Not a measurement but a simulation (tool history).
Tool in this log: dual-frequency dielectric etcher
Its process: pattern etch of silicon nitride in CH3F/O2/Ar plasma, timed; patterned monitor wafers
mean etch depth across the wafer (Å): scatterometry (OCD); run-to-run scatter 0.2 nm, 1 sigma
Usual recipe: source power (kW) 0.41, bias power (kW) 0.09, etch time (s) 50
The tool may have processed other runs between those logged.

run,hour,source power (kW),bias power (kW),etch time (s),"read-back reference wafer on the same gauge, depth_nm",mean etch depth across the wafer (Å)
1,0,0.41,0.09,50,42.15,350.1
2,46,0.35,0.09,50,42.08,326.3
3,98.9,0.35,0.09,50,42.2,325
4,137.4,0.41,0.09,50,42.26,351.3
# hour 173.7: wet clean of the chamber
5,174.2,0.41,0.09,50,42.17,359.8
6,195.4,0.41,0.09,50,42.11,359.7
7,246.7,0.41,0.09,50,42.25,358.1
8,275.3,0.41,0.09,50,42.18,357
9,342.7,0.41,0.09,50,42.14,356.7
10,409.8,0.41,0.09,50,42.21,358.6
# hour 494.4: upper electrode replaced
# hour 521.4: gauge calibrated
11,587.1,0.41,0.09,50,42.18,349.5
12,624,0.41,0.09,50,42.16,354.3
# hour 628.4: source power generator calibrated
13,662.3,0.41,0.09,50,42.33,348.1
# hour 723.4: wet clean of the chamber
14,723.9,0.47,0.075,61,42.24,437.1
15,754.6,0.41,0.079,50,42.15,339.6
16,809.4,0.41,0.103,38.5,42.16,287.6
# hour 854.3: bias power generator calibrated
17,889.4,0.41,0.09,50,42.1,353.8
18,929.4,0.45,0.069,35,42.18,233.3
19,977.5,0.41,0.102,43,42.18,319.1
20,1007.9,0.41,0.09,50,42.3,349
21,1075.8,0.5,0.09,42.5,42.19,324.5
# hour 1128.4: gauge calibrated
22,1180.2,0.32,0.073,41,42.2,234.2
# hour 1232.9: wet clean of the chamber
23,1233.4,0.48,0.103,64,42.27,522.7
24,1245.2,0.41,0.09,50,42.2,358.1
25,1314.5,0.41,0.09,50,42.21,358.3
26,1347.4,0.48,0.082,61,42.22,454.3
27,1416.7,0.36,0.09,62,42.23,418.4

For some of the steps in mean etch depth across the wafer (Å) from one run to the next: how much would appear even if the tool had no hidden state, given the settings, what came in and random variation, and how much remains for the hidden state plus any gauge scatter that the measured result and the result without hidden state don't share?
The hidden state here: etch rate over this chamber's usual, %; source power that arrives over what is set, %; bias power that arrives over what is set, %; gauge reads high (%).
Run 4 -> 5: wet clean of the chamber. mean etch depth across the wafer (Å) +8.5: hidden state +14.1, all else -5.6.
Run 22 -> 23: source power (kW) 0.32 -> 0.48, bias power (kW) 0.073 -> 0.103, etch time (s) 41 -> 64, wet clean of the chamber. mean etch depth across the wafer (Å) +288.5: hidden state +9.6, all else +278.9.
Run 23 -> 24: source power (kW) 0.48 -> 0.41, bias power (kW) 0.103 -> 0.09, etch time (s) 64 -> 50. mean etch depth across the wafer (Å) -164.6: hidden state -0.8, all else -163.8.

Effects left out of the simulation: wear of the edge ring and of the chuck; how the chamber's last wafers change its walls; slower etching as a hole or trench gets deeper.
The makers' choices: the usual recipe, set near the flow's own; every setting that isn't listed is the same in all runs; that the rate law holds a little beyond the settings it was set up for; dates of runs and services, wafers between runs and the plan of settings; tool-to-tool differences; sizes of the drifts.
